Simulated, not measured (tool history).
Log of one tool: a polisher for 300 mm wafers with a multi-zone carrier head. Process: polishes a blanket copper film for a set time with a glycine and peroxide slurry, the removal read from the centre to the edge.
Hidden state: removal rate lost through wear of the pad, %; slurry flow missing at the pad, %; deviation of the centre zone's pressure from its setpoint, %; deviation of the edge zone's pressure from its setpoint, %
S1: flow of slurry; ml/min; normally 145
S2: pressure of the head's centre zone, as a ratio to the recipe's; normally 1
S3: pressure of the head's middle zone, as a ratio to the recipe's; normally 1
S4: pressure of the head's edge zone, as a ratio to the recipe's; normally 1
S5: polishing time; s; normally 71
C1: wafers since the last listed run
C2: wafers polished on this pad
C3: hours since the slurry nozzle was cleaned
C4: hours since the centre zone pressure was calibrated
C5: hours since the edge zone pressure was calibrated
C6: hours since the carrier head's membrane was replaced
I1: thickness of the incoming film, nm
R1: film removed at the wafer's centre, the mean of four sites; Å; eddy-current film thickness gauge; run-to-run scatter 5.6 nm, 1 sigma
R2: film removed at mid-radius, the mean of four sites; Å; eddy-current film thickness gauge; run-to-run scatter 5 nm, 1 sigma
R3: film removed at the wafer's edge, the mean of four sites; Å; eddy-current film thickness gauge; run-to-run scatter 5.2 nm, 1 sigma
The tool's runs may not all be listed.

run,hour,S1,S2,S3,S4,S5,C1,C2,C3,C4,C5,C6,I1,R1,R2,R3
1,0,145,1,1,1,71,0,99,121.9,613.2,74.6,659.2,1301.5,4179,4021,4020
2,29.1,170,1,1,1,71,278,377,151,642.3,103.7,688.3,1320.1,4262,4142,4068
3,44.7,145,1,1,1,71,149,526,166.6,657.9,119.3,703.9,1315.3,4205,4096,4002
4,72.8,175,1,0.97,1,71,268,795,194.7,686,147.4,732,1332.7,4158,4065,4058
5,91.4,145,1.12,1,0.95,71,177,972,213.3,704.6,166,750.6,1315.2,4669,4112,3944
6,108.3,145,0.95,1.04,1.1,83,161,1134,230.2,721.5,182.9,767.5,1290.1,4671,4883,4977
7,134.4,145,1.09,1.05,0.88,88,249,1383,256.3,747.6,209,793.6,1335.8,5553,5250,4636
# hour 151.1: worn pad replaced by a new one
8,167.4,145,1,1,1,71,277,155,289.3,780.6,242,826.6,1327.3,3980,4061,4072
9,185.5,145,1,1,1,71,172,328,307.4,798.7,260.1,844.7,1311.5,4115,4064,4062
10,204.3,145,1,1,1,71,179,508,326.2,817.5,278.9,863.5,1324,4049,4141,4055
11,221.4,145,1,1,1,71,163,671,343.3,834.6,296,880.6,1298.3,4094,4038,4018
# hour 244.9: centre zone pressure recalibrated
12,246.4,145,0.96,1,0.89,71,219,891,368.3,1.5,321,905.6,1311.6,3896,4139,3749
13,268.3,145,1,1.1,1,86,209,1100,390.2,23.4,342.9,927.5,1287.6,5020,5254,4813
# hour 283.4: carrier head's membrane replaced by a new one
14,299.6,190,1.09,1,1,71,251,1351,421.5,54.7,374.2,16.2,1290.4,4782,4279,4114
# hour 318.1: worn pad replaced by a new one
15,320.3,180,1,1,1,71,159,21,442.2,75.4,394.9,36.9,1321,4187,4231,4167
16,341.2,145,1,1,1,71,199,221,463.1,96.3,415.8,57.8,1321,4041,4061,3985
17,368.7,145,1.09,1.11,1,92,262,483,490.6,123.8,443.3,85.3,1313.7,5722,5572,5239
18,387.5,145,1,1,1,71,179,663,509.4,142.6,462.1,104.1,1292.8,4040,4103,3964
19,414.6,145,1,1,1,71,258,922,536.5,169.7,489.2,131.2,1304.7,4139,3951,3989
20,446.4,145,1,1,0.94,85,303,1226,568.3,201.5,521,163,1316.2,4895,4955,4685
21,470.3,145,1,1,1,71,228,1454,592.2,225.4,544.9,186.9,1321,4190,4045,4069
22,488.3,170,1,1,0.97,71,172,1626,610.2,243.4,562.9,204.9,1320.5,4361,4139,3972
# hour 511.1: worn pad replaced by a new one
23,511.6,145,0.91,1.11,1.12,95,184,5,633.5,266.7,586.2,228.2,1307.2,5068,5827,5776

Hidden state at the last listed run before each entry between runs and at the first one after, where it differs:
Between runs 7 and 8: worn pad replaced by a new one (hour 151.1)
  nothing in the hidden state changes from one run to the other
Between runs 11 and 12: centre zone pressure recalibrated (hour 244.9)
  nothing in the hidden state changes from one run to the other
Between runs 13 and 14: carrier head's membrane replaced by a new one (hour 283.4)
  nothing in the hidden state changes from one run to the other
Between runs 14 and 15: worn pad replaced by a new one (hour 318.1)
  nothing in the hidden state changes from one run to the other
Between runs 22 and 23: worn pad replaced by a new one (hour 511.1)
  nothing in the hidden state changes from one run to the other

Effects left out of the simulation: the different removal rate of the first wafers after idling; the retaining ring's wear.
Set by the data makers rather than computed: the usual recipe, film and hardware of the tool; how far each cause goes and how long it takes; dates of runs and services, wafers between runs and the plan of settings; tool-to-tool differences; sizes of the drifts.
